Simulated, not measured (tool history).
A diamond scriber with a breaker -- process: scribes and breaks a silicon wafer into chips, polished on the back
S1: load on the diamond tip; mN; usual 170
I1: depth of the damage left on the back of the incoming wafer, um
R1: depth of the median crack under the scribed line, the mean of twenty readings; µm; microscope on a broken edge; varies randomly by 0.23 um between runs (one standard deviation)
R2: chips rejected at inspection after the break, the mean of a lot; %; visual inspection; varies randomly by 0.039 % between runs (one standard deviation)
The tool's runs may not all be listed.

run	hour	S1	I1	R1	R2
1	0	146	0.01	9.76	6.86
2	14.5	146	0.02	9.95	7.2
3	28.6	146	0.03	9.79	6.93
4	35.7	170	0.04	10.34	2.6
5	51.1	170	0.03	10.25	2.82
6	58.6	170	0.03	10.54	3
7	74.5	170	0.01	10.39	3.14
8	86	170	0.02	10.06	3.25
9	108.6	170	0.03	10.55	3.91
10	116.6	170	0.04	10.25	3.75
11	123.9	170	0.02	10.35	3.8
12	131	170	0.04	10.35	3.78
13	144.6	170	0.03	10.21	4.16
14	161.6	170	0.03	10.03	4.42
15	173.9	191	0.05	11.04	1.78
# hour 180.3: load on the tip recalibrated
16	183.7	170	0.04	9.65	4.65
17	200.8	170	0.01	10.19	4.84
# hour 205.4: diamond tip replaced by a new one
18	214.9	145	0.02	8.41	18.68
19	237.6	208	0.02	10.25	3.81
20	253.7	170	0.03	8.92	12.33
# hour 256.7: diamond tip replaced by a new one, repeated, since the last time left the tool worse
21	261	215	0.05	13.21	4.4
22	267	122	0.03	9.95	8.03
23	274.2	170	0.01	11.77	0.92
24	285.4	209	0.05	13.48	3.4
25	301.5	194	0.01	12.72	1.72
26	342	170	0.01	11.44	1.09
27	351.6	170	0.02	11.53	1.08
28	371.2	205	0.04	12.98	2.23
29	378.8	149	0.05	10.58	3.24

5 options for the next run, each taken on its own from the tool as it stands now. Forecast them:
A	379.4	170	0.04	?	?
B	379.4	204	0.04	?	?
C	379.4	133	0.04	?	?
D	379.4	213	0.04	?	?
E	379.4	139	0.04	?	?

run	R1	R2
A	11.38	1.16
B	12.77	1.99
C	9.76	6.71
D	13.12	2.82
E	10.03	5.2
Take away the tool's hidden state, keep each run's random variation, and the runs would have read:
run	R1	R2
A	11.79	0.95
B	13.23	3.13
C	10.12	4.76
D	13.6	4.27
E	10.4	3.54
